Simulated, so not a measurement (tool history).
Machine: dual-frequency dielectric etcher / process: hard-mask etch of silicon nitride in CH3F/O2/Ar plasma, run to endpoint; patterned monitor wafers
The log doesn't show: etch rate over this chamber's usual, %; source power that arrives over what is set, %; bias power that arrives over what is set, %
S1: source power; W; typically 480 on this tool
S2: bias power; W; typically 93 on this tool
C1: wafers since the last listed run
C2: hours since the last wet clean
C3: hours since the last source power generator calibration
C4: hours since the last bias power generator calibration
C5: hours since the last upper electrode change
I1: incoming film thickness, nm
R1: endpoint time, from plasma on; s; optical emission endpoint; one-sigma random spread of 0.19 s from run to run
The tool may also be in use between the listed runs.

run	hour	S1	S2	C1	C2	C3	C4	C5	I1	R1
1	0	480	93	0	437.1	3573.1	3663.1	2228.4	45.34	62.8
2	13.8	420	93	122	450.9	3586.9	3676.9	2242.2	44.81	64.3
3	27.9	420	93	125	465	3601	3691	2256.3	44.52	63.8
4	44.4	480	93	146	481.5	3617.5	3707.5	2272.8	45.5	63.3
# hour 53.7: bias power generator calibrated
5	54.2	480	93	51	491.3	3627.3	0.5	2282.6	44.83	62
6	61.2	480	93	62	498.3	3634.3	7.5	2289.6	44.44	61.8
# hour 89.3: wet clean of the chamber
7	89.8	480	93	40	0.5	3662.9	36.1	2318.2	44.89	58.7
8	90.1	390	102	2	0.8	3663.2	36.4	2318.5	44.98	60.1
# hour 104.6: source power generator calibrated
9	105.5	480	93	101	16.2	0.9	51.8	2333.9	44.61	58.7
# hour 132.3: upper electrode replaced
10	132.8	430	93	29	43.5	28.2	79.1	0.5	44.73	60.7
11	133.2	550	80	3	43.9	28.6	79.5	0.9	44.99	61.6
12	133.5	480	93	2	44.2	28.9	79.8	1.2	44.76	58.8
13	145.4	530	84	105	56.1	40.8	91.7	13.1	45.35	61.1
14	154.5	480	93	80	65.2	49.9	100.8	22.2	45.27	60.1

Expected results for the next run?
15	170.6	370	76	143	81.3	66	116.9	38.3	45.07	?

R1: 72.2 s
Were there no unlogged condition in the tool, this run, its random variation unchanged, would have produced R1 72.1 s.
